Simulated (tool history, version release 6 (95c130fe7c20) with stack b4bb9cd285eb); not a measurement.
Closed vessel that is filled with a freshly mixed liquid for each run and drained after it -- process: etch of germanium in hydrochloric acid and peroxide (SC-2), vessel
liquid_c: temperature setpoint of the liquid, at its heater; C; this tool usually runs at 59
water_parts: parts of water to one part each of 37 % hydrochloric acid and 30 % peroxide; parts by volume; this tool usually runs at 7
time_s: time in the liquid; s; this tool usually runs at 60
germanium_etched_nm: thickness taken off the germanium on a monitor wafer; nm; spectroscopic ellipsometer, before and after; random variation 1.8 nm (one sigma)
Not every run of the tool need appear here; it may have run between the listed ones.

run,day,liquid_c,water_parts,time_s,"read-back film thickness of the germanium reference wafer, read on the same gauge (nm)",germanium_etched_nm
1,0,59,7,60,80,187.9
2,2.317,59,7,60,80.03,186.34
3,5.354,59,7,60,80.02,182.88
4,8.979,59,7,45,80.01,138.2
5,12.888,59,7,45,79.98,136.72
6,16.862,59,7,45,80.02,138.03
7,20.338,52.5,7,60,79.99,148.1
# day 21.475: gauge calibrated
# day 28.2: thermometer replaced
8,31.629,52.5,7,60,79.99,157.37
# day 32.825: new drum of peroxide connected
9,33.304,59,7,60,79.98,190.3
# day 34.383: chemicals flow meter replaced
10,36.188,51.5,5,60,79.99,153.82
11,37.742,65.5,6,60,79.99,238.81
12,40.612,63,9.5,45,80.01,158.18
13,44.6,63.5,7,95,80,346.5
14,48.675,59,7,60,80.01,189.49
15,50.65,53.5,9,60,79.99,156.71
16,54.017,59,7,60,80.02,187.18
# day 56.204: gauge calibrated
17,56.588,59,9.5,60,80.01,183.68

3 ways to go on from here, each from the tool as it stands after run 17. What would each give?
A,56.617,59,7,60,?,?
B,56.617,51.5,9,50,?,?
C,56.617,59,5.5,90,?,?

run,"read-back film thickness of the germanium reference wafer, read on the same gauge (nm)",germanium_etched_nm
A,79.99,187.73
B,79.99,121.88
C,79.99,285.04
Take away the tool's hidden state, keep each run's random variation, and the runs would have read:
run,germanium_etched_nm
A,193.65
B,125.89
C,294.09
